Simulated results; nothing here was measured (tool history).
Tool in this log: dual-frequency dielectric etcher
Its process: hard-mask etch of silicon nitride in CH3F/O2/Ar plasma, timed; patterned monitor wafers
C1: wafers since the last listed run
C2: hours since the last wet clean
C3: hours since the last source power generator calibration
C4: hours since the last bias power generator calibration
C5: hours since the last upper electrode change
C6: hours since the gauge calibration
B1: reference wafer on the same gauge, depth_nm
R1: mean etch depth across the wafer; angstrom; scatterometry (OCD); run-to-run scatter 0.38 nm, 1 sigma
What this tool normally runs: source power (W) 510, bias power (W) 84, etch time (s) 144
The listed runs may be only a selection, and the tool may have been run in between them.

run 1 hour=0 | source_power_(W)=510 bias_power_(W)=84 etch_time_(s)=144 | C1=0 C2=434.7 C3=1803.6 C4=3720.4 C5=2836.1 C6=18.1 | B1=127 | R1=1170
run 2 hour=16.8 | source_power_(W)=510 bias_power_(W)=84 etch_time_(s)=144 | C1=134 C2=451.5 C3=1820.4 C4=3737.2 C5=2852.9 C6=34.9 | B1=126.9 | R1=1161
run 3 hour=23.7 | source_power_(W)=510 bias_power_(W)=84 etch_time_(s)=144 | C1=55 C2=458.4 C3=1827.3 C4=3744.1 C5=2859.8 C6=41.8 | B1=126.9 | R1=1163
run 4 hour=41 | source_power_(W)=510 bias_power_(W)=97 etch_time_(s)=144 | C1=139 C2=475.7 C3=1844.6 C4=3761.4 C5=2877.1 C6=59.1 | B1=127.1 | R1=1225
run 5 hour=47 | source_power_(W)=510 bias_power_(W)=97 etch_time_(s)=144 | C1=48 C2=481.7 C3=1850.6 C4=3767.4 C5=2883.1 C6=65.1 | B1=127 | R1=1226
-- hour=53.5 bias power generator calibrated
-- hour=55 source power generator calibrated
run 6 hour=62.5 | source_power_(W)=510 bias_power_(W)=84 etch_time_(s)=144 | C1=80 C2=497.2 C3=7.5 C4=9 C5=2898.6 C6=80.6 | B1=126.9 | R1=1156
run 7 hour=76 | source_power_(W)=510 bias_power_(W)=84 etch_time_(s)=144 | C1=108 C2=510.7 C3=21 C4=22.5 C5=2912.1 C6=94.1 | B1=127 | R1=1159
-- hour=79.7 gauge calibrated
-- hour=114.7 wet clean of the chamber
-- hour=127 upper electrode replaced
run 8 hour=127.5 | source_power_(W)=510 bias_power_(W)=84 etch_time_(s)=186 | C1=122 C2=12.8 C3=72.5 C4=74 C5=0.5 C6=47.8 | B1=127 | R1=1561
run 9 hour=127.8 | source_power_(W)=440 bias_power_(W)=68 etch_time_(s)=127.5 | C1=2 C2=13.1 C3=72.8 C4=74.3 C5=0.8 C6=48.1 | B1=127 | R1=941
run 10 hour=128.2 | source_power_(W)=510 bias_power_(W)=74 etch_time_(s)=129.5 | C1=3 C2=13.5 C3=73.2 C4=74.7 C5=1.2 C6=48.5 | B1=127 | R1=1044
run 11 hour=132 | source_power_(W)=510 bias_power_(W)=84 etch_time_(s)=159.5 | C1=30 C2=17.3 C3=77 C4=78.5 C5=5 C6=52.3 | B1=127.1 | R1=1346
run 12 hour=140.6 | source_power_(W)=510 bias_power_(W)=84 etch_time_(s)=177 | C1=69 C2=25.9 C3=85.6 C4=87.1 C5=13.6 C6=60.9 | B1=127.1 | R1=1491
run 13 hour=154.2 | source_power_(W)=570 bias_power_(W)=78 etch_time_(s)=168.5 | C1=109 C2=39.5 C3=99.2 C4=100.7 C5=27.2 C6=74.5 | B1=127 | R1=1450
run 14 hour=166.7 | source_power_(W)=510 bias_power_(W)=84 etch_time_(s)=177 | C1=100 C2=52 C3=111.7 C4=113.2 C5=39.7 C6=87 | B1=127 | R1=1482
run 15 hour=177.3 | source_power_(W)=400 bias_power_(W)=84 etch_time_(s)=144 | C1=85 C2=62.6 C3=122.3 C4=123.8 C5=50.3 C6=97.6 | B1=127 | R1=1087

Below are 4 alternative next runs, each starting from the tool's condition after run 15. Predict each:
run A hour=177.8 | source_power_(W)=510 bias_power_(W)=105 etch_time_(s)=144 | C1=4 C2=63.1 C3=122.8 C4=124.3 C5=50.8 C6=98.1 | B1=? | R1=?
run B hour=177.8 | source_power_(W)=590 bias_power_(W)=72 etch_time_(s)=185.5 | C1=4 C2=63.1 C3=122.8 C4=124.3 C5=50.8 C6=98.1 | B1=? | R1=?
run C hour=177.8 | source_power_(W)=510 bias_power_(W)=84 etch_time_(s)=171 | C1=4 C2=63.1 C3=122.8 C4=124.3 C5=50.8 C6=98.1 | B1=? | R1=?
run D hour=177.8 | source_power_(W)=510 bias_power_(W)=71 etch_time_(s)=117.5 | C1=4 C2=63.1 C3=122.8 C4=124.3 C5=50.8 C6=98.1 | B1=? | R1=?

run=A B1=127 R1=1313
run=B B1=127 R1=1587
run=C B1=127 R1=1444
run=D B1=127 R1=939
Stripped of hidden state, with their random variation kept, the same runs would have yielded:
run=A R1=1322
run=B R1=1599
run=C R1=1455
run=D R1=946

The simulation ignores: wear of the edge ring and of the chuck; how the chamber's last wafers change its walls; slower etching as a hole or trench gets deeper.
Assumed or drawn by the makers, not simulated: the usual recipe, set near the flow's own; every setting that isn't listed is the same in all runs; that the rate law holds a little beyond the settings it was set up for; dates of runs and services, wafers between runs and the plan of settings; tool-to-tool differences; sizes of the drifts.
